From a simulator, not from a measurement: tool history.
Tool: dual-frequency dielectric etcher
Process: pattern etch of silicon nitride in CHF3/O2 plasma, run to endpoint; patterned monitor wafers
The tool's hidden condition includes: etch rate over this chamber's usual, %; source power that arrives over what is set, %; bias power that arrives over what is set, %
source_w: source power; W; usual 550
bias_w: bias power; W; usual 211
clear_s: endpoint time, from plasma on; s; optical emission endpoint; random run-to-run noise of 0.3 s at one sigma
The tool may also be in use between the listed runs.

| run | day | source_w | bias_w | wafers since the last listed run | hours since the last wet clean | hours since the last source power generator calibration | hours since the last bias power generator calibration | hours since the last upper electrode change | incoming incoming film thickness, nm | clear_s |
|---|---|---|---|---|---|---|---|---|---|---|
| 1 | 0 | 550 | 211 | 0 | 89.9 | 2539.3 | 1655.2 | 3436.9 | 87.3 | 57 |
| 2 | 1.888 | 550 | 225 | 366 | 135.2 | 2584.6 | 1700.5 | 3482.2 | 86.2 | 55.8 |
| 3 | 4.642 | 550 | 211 | 534 | 201.3 | 2650.7 | 1766.6 | 3548.3 | 86 | 56.8 |
| 4 | 6.854 | 550 | 211 | 429 | 254.4 | 2703.8 | 1819.7 | 3601.4 | 85.8 | 56.1 |
|  | 11.812 | wet clean of the chamber |
|  | 13.146 | bias power generator calibrated |
| 5 | 15.183 | 550 | 211 | 1391 | 80.9 | 2903.7 | 48.9 | 3801.3 | 86.4 | 56.9 |
| 6 | 16.354 | 450 | 211 | 227 | 109 | 2931.8 | 77 | 3829.4 | 86.9 | 61.3 |
| 7 | 17.829 | 450 | 211 | 286 | 144.4 | 2967.2 | 112.4 | 3864.8 | 87 | 61.5 |
| 8 | 19.092 | 450 | 211 | 245 | 174.7 | 2997.5 | 142.7 | 3895.1 | 86.4 | 61.5 |
| 9 | 20.258 | 550 | 211 | 226 | 202.7 | 3025.5 | 170.7 | 3923.1 | 86.5 | 56.5 |
| 10 | 23.129 | 550 | 258 | 557 | 271.6 | 3094.4 | 239.6 | 3992 | 86.6 | 54.8 |
|  | 25.442 | wet clean of the chamber |
| 11 | 26.025 | 550 | 211 | 368 | 14 | 3163.9 | 309.1 | 4061.5 | 86.1 | 56.6 |
| 12 | 27.654 | 550 | 211 | 316 | 53.1 | 3203 | 348.2 | 4100.6 | 86.6 | 56.5 |
| 13 | 30.117 | 430 | 226 | 478 | 112.2 | 3262.1 | 407.3 | 4159.7 | 85.7 | 61 |
| 14 | 31.596 | 620 | 211 | 287 | 147.7 | 3297.6 | 442.8 | 4195.2 | 86.8 | 54.6 |
|  | 31.829 | source power generator calibrated |
|  | 33.421 | upper electrode replaced |
| 15 | 33.546 | 630 | 211 | 152 | 194.5 | 41.2 | 489.6 | 3 | 85.7 | 53.7 |
| 16 | 35.846 | 690 | 263 | 446 | 249.7 | 96.4 | 544.8 | 58.2 | 86.5 | 49.9 |
|  | 39.792 | wet clean of the chamber |
| 17 | 42.292 | 550 | 228 | 1057 | 60 | 251.1 | 699.5 | 212.9 | 86.9 | 55.6 |

Results per run with the tool's hidden condition removed, run-to-run variation unchanged:
| run | clear_s |
|---|---|
| 1 | 56.7 |
| 2 | 55.3 |
| 3 | 56 |
| 4 | 55.2 |
| 5 | 56.6 |
| 6 | 60.9 |
| 7 | 60.9 |
| 8 | 60.8 |
| 9 | 55.8 |
| 10 | 53.9 |
| 11 | 56.4 |
| 12 | 56.1 |
| 13 | 60.4 |
| 14 | 53.9 |
| 15 | 52.9 |
| 16 | 48.9 |
| 17 | 55.5 |
